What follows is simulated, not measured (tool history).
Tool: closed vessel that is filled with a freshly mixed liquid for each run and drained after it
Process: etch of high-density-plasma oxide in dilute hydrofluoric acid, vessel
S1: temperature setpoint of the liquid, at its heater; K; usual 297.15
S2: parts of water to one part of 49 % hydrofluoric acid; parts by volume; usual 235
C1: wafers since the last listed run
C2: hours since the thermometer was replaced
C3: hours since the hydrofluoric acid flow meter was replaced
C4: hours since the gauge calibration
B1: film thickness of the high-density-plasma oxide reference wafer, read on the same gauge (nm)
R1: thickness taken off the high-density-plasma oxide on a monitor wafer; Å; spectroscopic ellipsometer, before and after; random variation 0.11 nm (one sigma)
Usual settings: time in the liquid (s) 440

{"run": 1, "hour": 0.0, "S1": 297.15, "S2": 310, "time in the liquid (s)": 440, "C1": 0, "C2": 1305.7, "C3": 1725.7, "C4": 330, "B1": 110.01, "R1": 94.6}
{"run": 2, "hour": 11.3, "S1": 297.15, "S2": 310, "time in the liquid (s)": 440, "C1": 721, "C2": 1317, "C3": 1737, "C4": 341.3, "B1": 110.01, "R1": 95.2}
{"run": 3, "hour": 17.6, "S1": 297.15, "S2": 180, "time in the liquid (s)": 440, "C1": 402, "C2": 1323.3, "C3": 1743.3, "C4": 347.6, "B1": 110.01, "R1": 190.4}
{"run": 4, "hour": 30.2, "S1": 297.15, "S2": 180, "time in the liquid (s)": 440, "C1": 804, "C2": 1335.9, "C3": 1755.9, "C4": 360.2, "B1": 110.02, "R1": 190}
{"hour": 38.7, "done": "hydrofluoric acid flow meter replaced"}
{"run": 5, "hour": 44.0, "S1": 297.15, "S2": 190, "time in the liquid (s)": 440, "C1": 817, "C2": 1349.7, "C3": 5.3, "C4": 374, "B1": 109.98, "R1": 178.7}
{"hour": 53.6, "done": "gauge calibrated"}
{"run": 6, "hour": 57.5, "S1": 297.15, "S2": 235, "time in the liquid (s)": 440, "C1": 861, "C2": 1363.2, "C3": 18.8, "C4": 3.9, "B1": 110, "R1": 138.5}
{"run": 7, "hour": 64.2, "S1": 297.15, "S2": 235, "time in the liquid (s)": 440, "C1": 427, "C2": 1369.9, "C3": 25.5, "C4": 10.6, "B1": 110, "R1": 135.1}
{"run": 8, "hour": 70.7, "S1": 297.15, "S2": 235, "time in the liquid (s)": 440, "C1": 414, "C2": 1376.4, "C3": 32, "C4": 17.1, "B1": 109.99, "R1": 135.8}
{"run": 9, "hour": 83.8, "S1": 301.65, "S2": 200, "time in the liquid (s)": 640, "C1": 836, "C2": 1389.5, "C3": 45.1, "C4": 30.2, "B1": 110.01, "R1": 287.9}
{"run": 10, "hour": 94.9, "S1": 297.15, "S2": 235, "time in the liquid (s)": 440, "C1": 708, "C2": 1400.6, "C3": 56.2, "C4": 41.3, "B1": 110, "R1": 138}
{"run": 11, "hour": 104.1, "S1": 300.15, "S2": 300, "time in the liquid (s)": 640, "C1": 587, "C2": 1409.8, "C3": 65.4, "C4": 50.5, "B1": 109.99, "R1": 158.4}
{"run": 12, "hour": 112.3, "S1": 301.65, "S2": 350, "time in the liquid (s)": 620, "C1": 523, "C2": 1418, "C3": 73.6, "C4": 58.7, "B1": 110, "R1": 133}
{"run": 13, "hour": 123.3, "S1": 297.15, "S2": 145, "time in the liquid (s)": 440, "C1": 702, "C2": 1429, "C3": 84.6, "C4": 69.7, "B1": 109.98, "R1": 246.7}
{"run": 14, "hour": 134.2, "S1": 297.15, "S2": 235, "time in the liquid (s)": 690, "C1": 695, "C2": 1439.9, "C3": 95.5, "C4": 80.6, "B1": 109.99, "R1": 213.9}
{"run": 15, "hour": 148.7, "S1": 299.65, "S2": 155, "time in the liquid (s)": 440, "C1": 925, "C2": 1454.4, "C3": 110, "C4": 95.1, "B1": 110.01, "R1": 248}
{"run": 16, "hour": 163.1, "S1": 297.15, "S2": 235, "time in the liquid (s)": 440, "C1": 919, "C2": 1468.8, "C3": 124.4, "C4": 109.5, "B1": 110, "R1": 138}
{"hour": 167.6, "done": "thermometer replaced"}
{"run": 17, "hour": 174.5, "S1": 292.15, "S2": 185, "time in the liquid (s)": 660, "C1": 663, "C2": 6.9, "C3": 135.8, "C4": 120.9, "B1": 109.98, "R1": 211.2}
{"run": 18, "hour": 191.1, "S1": 297.15, "S2": 235, "time in the liquid (s)": 440, "C1": 1059, "C2": 23.5, "C3": 152.4, "C4": 137.5, "B1": 110.01, "R1": 125.4}
{"run": 19, "hour": 201.5, "S1": 297.15, "S2": 235, "time in the liquid (s)": 205, "C1": 663, "C2": 33.9, "C3": 162.8, "C4": 147.9, "B1": 110, "R1": 58.7}
{"run": 20, "hour": 214.9, "S1": 301.65, "S2": 325, "time in the liquid (s)": 440, "C1": 855, "C2": 47.3, "C3": 176.2, "C4": 161.3, "B1": 109.99, "R1": 96.9}
{"run": 21, "hour": 221.5, "S1": 297.15, "S2": 235, "time in the liquid (s)": 440, "C1": 421, "C2": 53.9, "C3": 182.8, "C4": 167.9, "B1": 110.01, "R1": 124.6}
{"run": 22, "hour": 227.7, "S1": 293.15, "S2": 235, "time in the liquid (s)": 440, "C1": 395, "C2": 60.1, "C3": 189, "C4": 174.1, "B1": 110, "R1": 107.5}
{"run": 23, "hour": 242.6, "S1": 297.15, "S2": 235, "time in the liquid (s)": 270, "C1": 951, "C2": 75, "C3": 203.9, "C4": 189, "B1": 109.98, "R1": 78}
{"run": 24, "hour": 255.1, "S1": 294.15, "S2": 235, "time in the liquid (s)": 260, "C1": 798, "C2": 87.5, "C3": 216.4, "C4": 201.5, "B1": 110.01, "R1": 67.8}
{"run": 25, "hour": 268.7, "S1": 299.15, "S2": 290, "time in the liquid (s)": 440, "C1": 868, "C2": 101.1, "C3": 230, "C4": 215.1, "B1": 109.99, "R1": 103.2}
{"run": 26, "hour": 289.4, "S1": 297.15, "S2": 350, "time in the liquid (s)": 680, "C1": 1321, "C2": 121.8, "C3": 250.7, "C4": 235.8, "B1": 110.01, "R1": 118.1}
{"run": 27, "hour": 295.4, "S1": 297.15, "S2": 315, "time in the liquid (s)": 635, "C1": 383, "C2": 127.8, "C3": 256.7, "C4": 241.8, "B1": 110, "R1": 125.1}
{"run": 28, "hour": 304.9, "S1": 298.65, "S2": 310, "time in the liquid (s)": 210, "C1": 606, "C2": 137.3, "C3": 266.2, "C4": 251.3, "B1": 110, "R1": 44.2}
{"run": 29, "hour": 315.8, "S1": 292.65, "S2": 235, "time in the liquid (s)": 440, "C1": 695, "C2": 148.2, "C3": 277.1, "C4": 262.2, "B1": 110, "R1": 106.9}
{"run": 30, "hour": 327.7, "S1": 300.65, "S2": 285, "time in the liquid (s)": 510, "C1": 759, "C2": 160.1, "C3": 289, "C4": 274.1, "B1": 110.01, "R1": 129.4}
{"run": 31, "hour": 336.8, "S1": 297.15, "S2": 180, "time in the liquid (s)": 440, "C1": 580, "C2": 169.2, "C3": 298.1, "C4": 283.2, "B1": 109.99, "R1": 175.2}

Measured less the same run without the tool's hidden state. The same run-to-run variation is in both; the gauge's scatter may not be:
The hidden state here: liquid hotter than its thermometer reads (K); hydrofluoric acid flow above the setpoint (%); gauge reads high (%).
run=1 R1=+7.3
run=2 R1=+7.4
run=3 R1=+16.1
run=4 R1=+16.2
run=5 R1=+15.3
run=6 R1=+11.7
run=7 R1=+11.3
run=8 R1=+11.4
run=9 R1=+23.9
run=10 R1=+11.8
run=11 R1=+12.7
run=12 R1=+10.2
run=13 R1=+22.9
run=14 R1=+18.9
run=15 R1=+22.6
run=16 R1=+12.3
run=17 R1=+0.3
run=18 R1=+0.3
run=19 R1=+0.2
run=20 R1=+0.4
run=21 R1=+0.5
run=22 R1=+0.5
run=23 R1=+0.5
run=24 R1=+0.5
run=25 R1=+0.7
run=26 R1=+1
run=27 R1=+1
run=28 R1=+0.4
run=29 R1=+1.2
run=30 R1=+1.3
run=31 R1=+2.1
